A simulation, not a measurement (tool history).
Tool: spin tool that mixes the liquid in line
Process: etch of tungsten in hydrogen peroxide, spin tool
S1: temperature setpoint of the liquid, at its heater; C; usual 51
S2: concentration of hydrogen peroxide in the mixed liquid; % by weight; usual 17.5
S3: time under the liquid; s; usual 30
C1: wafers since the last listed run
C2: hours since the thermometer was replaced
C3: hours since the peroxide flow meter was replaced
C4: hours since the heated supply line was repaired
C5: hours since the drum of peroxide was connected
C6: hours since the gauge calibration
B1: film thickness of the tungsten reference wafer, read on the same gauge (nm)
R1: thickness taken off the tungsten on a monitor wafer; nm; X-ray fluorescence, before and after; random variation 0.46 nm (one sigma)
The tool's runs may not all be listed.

Run 1, day 0: usual settings but S1 54 C; C1 0; C2 1214.8; C3 206; C4 3203; C5 198.4; C6 478.2; B1 40. Result: R1 78.31 nm.
Run 2, day 2.275: usual settings but S1 54 C; C1 747; C2 1269.4; C3 260.6; C4 3257.6; C5 253; C6 532.8; B1 40. Result: R1 79.13 nm.
Run 3, day 5.017: usual settings but S1 47.5 C; C1 900; C2 1335.2; C3 326.4; C4 3323.4; C5 318.8; C6 598.6; B1 40. Result: R1 52.12 nm.
Run 4, day 6.271: usual settings but S1 47.5 C; C1 411; C2 1365.3; C3 356.5; C4 3353.5; C5 348.9; C6 628.7; B1 40. Result: R1 51.82 nm.
Run 5, day 7.308: usual settings but S1 43 C, S2 20.5 % by weight; C1 340; C2 1390.2; C3 381.4; C4 3378.4; C5 373.8; C6 653.6; B1 40.02. Result: R1 41.97 nm.
Run 6, day 12.033: usual settings but S1 43 C, S2 20.5 % by weight; C1 1552; C2 1503.6; C3 494.8; C4 3491.8; C5 487.2; C6 767; B1 40.02. Result: R1 41.46 nm.
At day 12.525: new drum of peroxide connected.
Run 7, day 13.629: usual settings; C1 510; C2 1541.9; C3 533.1; C4 3530.1; C5 26.5; C6 805.3; B1 40. Result: R1 64.13 nm.
At day 14.008: gauge calibrated.
At day 15.429: thermometer replaced.
Run 8, day 16.212: usual settings but S1 56 C; C1 834; C2 18.8; C3 595.1; C4 3592.1; C5 88.5; C6 52.9; B1 40.01. Result: R1 86.8 nm.
Run 9, day 18.375: usual settings; C1 710; C2 70.7; C3 647; C4 3644; C5 140.4; C6 104.8; B1 40. Result: R1 63.16 nm.
At day 20.15: peroxide flow meter replaced.
At day 20.975: heated supply line repaired.
Run 10, day 21.112: usual settings but S1 57.5 C, S3 40 s; C1 871; C2 136.4; C3 23.1; C4 3.3; C5 206.1; C6 170.5; B1 40. Result: R1 159.11 nm.
Run 11, day 22.454: usual settings but S1 43 C, S2 22.5 % by weight, S3 45 s; C1 440; C2 168.6; C3 55.3; C4 35.5; C5 238.3; C6 202.7; B1 39.98. Result: R1 84.46 nm.
Run 12, day 25.412: usual settings; C1 971; C2 239.6; C3 126.3; C4 106.5; C5 309.3; C6 273.7; B1 39.98. Result: R1 80.83 nm.
Run 13, day 27.571: usual settings but S1 56 C, S3 50 s; C1 708; C2 291.4; C3 178.1; C4 158.3; C5 361.1; C6 325.5; B1 40.01. Result: R1 181.11 nm.
Run 14, day 30.471: usual settings but S1 43.5 C, S3 40 s; C1 952; C2 361; C3 247.7; C4 227.9; C5 430.7; C6 395.1; B1 40. Result: R1 66.95 nm.

Forecast each of these 4 alternatives for the next run:
Run A, day 30.488: usual settings; C1 5; C2 361.4; C3 248.1; C4 228.3; C5 431.1; C6 395.5; B1 ?. Result: R1 ?.
Run B, day 30.488: usual settings but S1 46 C, S3 35 s; C1 5; C2 361.4; C3 248.1; C4 228.3; C5 431.1; C6 395.5; B1 ?. Result: R1 ?.
Run C, day 30.488: usual settings but S1 46.5 C, S2 22.5 % by weight, S3 15 s; C1 5; C2 361.4; C3 248.1; C4 228.3; C5 431.1; C6 395.5; B1 ?. Result: R1 ?.
Run D, day 30.488: usual settings but S1 43.5 C; C1 5; C2 361.4; C3 248.1; C4 228.3; C5 431.1; C6 395.5; B1 ?. Result: R1 ?.

run     B1     R1
  A  40.02   80.7
  B  40.02   69.1
  C  40.02  34.65
  D  40.02  50.56
Without the tool's hidden state the same runs would have given:
run     R1
  A  82.89
  B  71.04
  C  35.62
  D     52
